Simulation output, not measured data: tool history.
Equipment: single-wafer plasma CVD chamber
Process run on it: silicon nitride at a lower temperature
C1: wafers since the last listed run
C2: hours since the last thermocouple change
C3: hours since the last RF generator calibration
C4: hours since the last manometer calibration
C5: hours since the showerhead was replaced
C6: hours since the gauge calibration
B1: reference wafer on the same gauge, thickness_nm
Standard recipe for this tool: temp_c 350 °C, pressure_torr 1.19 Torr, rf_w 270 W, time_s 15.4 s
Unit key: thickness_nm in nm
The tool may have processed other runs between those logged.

Run 1, hour 0: usual settings; C1 0; C2 2010.7; C3 1401.6; C4 647.6; C5 5060.4; C6 167.8; B1 13.901. Result: thickness_nm 14.965 nm.
Run 2, hour 70.4: usual settings but time_s 17.7 s; C1 1635; C2 2081.1; C3 1472; C4 718; C5 5130.8; C6 238.2; B1 13.925. Result: thickness_nm 17.177 nm.
Run 3, hour 119.6: usual settings but time_s 17.7 s; C1 1142; C2 2130.3; C3 1521.2; C4 767.2; C5 5180; C6 287.4; B1 13.933. Result: thickness_nm 17.293 nm.
Run 4, hour 159.1: usual settings but rf_w 230 W, time_s 13.8 s; C1 917; C2 2169.8; C3 1560.7; C4 806.7; C5 5219.5; C6 326.9; B1 13.939. Result: thickness_nm 11.388 nm.
Run 5, hour 202.1: usual settings but rf_w 230 W, time_s 13.8 s; C1 998; C2 2212.8; C3 1603.7; C4 849.7; C5 5262.5; C6 369.9; B1 13.958. Result: thickness_nm 11.479 nm.
Run 6, hour 239.4: usual settings but temp_c 362 °C, time_s 17.5 s; C1 866; C2 2250.1; C3 1641; C4 887; C5 5299.8; C6 407.2; B1 13.963. Result: thickness_nm 17.113 nm.
At hour 314.2: showerhead replaced.
At hour 353.6: thermocouple changed; heater temperature recalibrated.
Run 7, hour 395.9: usual settings but temp_c 362 °C, time_s 17.5 s; C1 3263; C2 42.3; C3 1797.5; C4 1043.5; C5 81.7; C6 563.7; B1 14.014. Result: thickness_nm 17.048 nm.
At hour 427: capacitance manometer re-zeroed and calibrated.
Run 8, hour 441: usual settings but temp_c 360 °C, pressure_torr 0.97 Torr; C1 861; C2 87.4; C3 1842.6; C4 14; C5 126.8; C6 608.8; B1 14.019. Result: thickness_nm 14.136 nm.
Run 9, hour 476.7: usual settings but pressure_torr 1.1 Torr, time_s 12.4 s; C1 829; C2 123.1; C3 1878.3; C4 49.7; C5 162.5; C6 644.5; B1 14.049. Result: thickness_nm 11.875 nm.
At hour 511.7: RF generator calibrated.
At hour 542.3: gauge calibrated.
Run 10, hour 543.9: usual settings but temp_c 340 °C, pressure_torr 0.93 Torr; C1 1375; C2 190.3; C3 32.2; C4 116.9; C5 229.7; C6 1.6; B1 13.883. Result: thickness_nm 13.869 nm.
Run 11, hour 596.6: usual settings but temp_c 357 °C, pressure_torr 1 Torr, rf_w 225 W, time_s 16.2 s; C1 1224; C2 243; C3 84.9; C4 169.6; C5 282.4; C6 54.3; B1 13.894. Result: thickness_nm 12.287 nm.
Run 12, hour 640.9: usual settings; C1 1029; C2 287.3; C3 129.2; C4 213.9; C5 326.7; C6 98.6; B1 13.898. Result: thickness_nm 14.996 nm.
Run 13, hour 665.9: usual settings but time_s 13.4 s; C1 580; C2 312.3; C3 154.2; C4 238.9; C5 351.7; C6 123.6; B1 13.895. Result: thickness_nm 13.024 nm.
Run 14, hour 762.3: usual settings; C1 2239; C2 408.7; C3 250.6; C4 335.3; C5 448.1; C6 220; B1 13.913. Result: thickness_nm 15.002 nm.
Run 15, hour 822.3: usual settings but temp_c 354 °C; C1 1393; C2 468.7; C3 310.6; C4 395.3; C5 508.1; C6 280; B1 13.923. Result: thickness_nm 15.019 nm.

Forecast run 16:
Run 16, hour 861.8: usual settings but rf_w 255 W, time_s 18.2 s; C1 917; C2 508.2; C3 350.1; C4 434.8; C5 547.6; C6 319.5; B1 ?. Result: thickness_nm ?.

B1: 13.929
thickness_nm: 16.718 nm
With no hidden state in the tool, this same run would have given thickness_nm 16.684 nm.
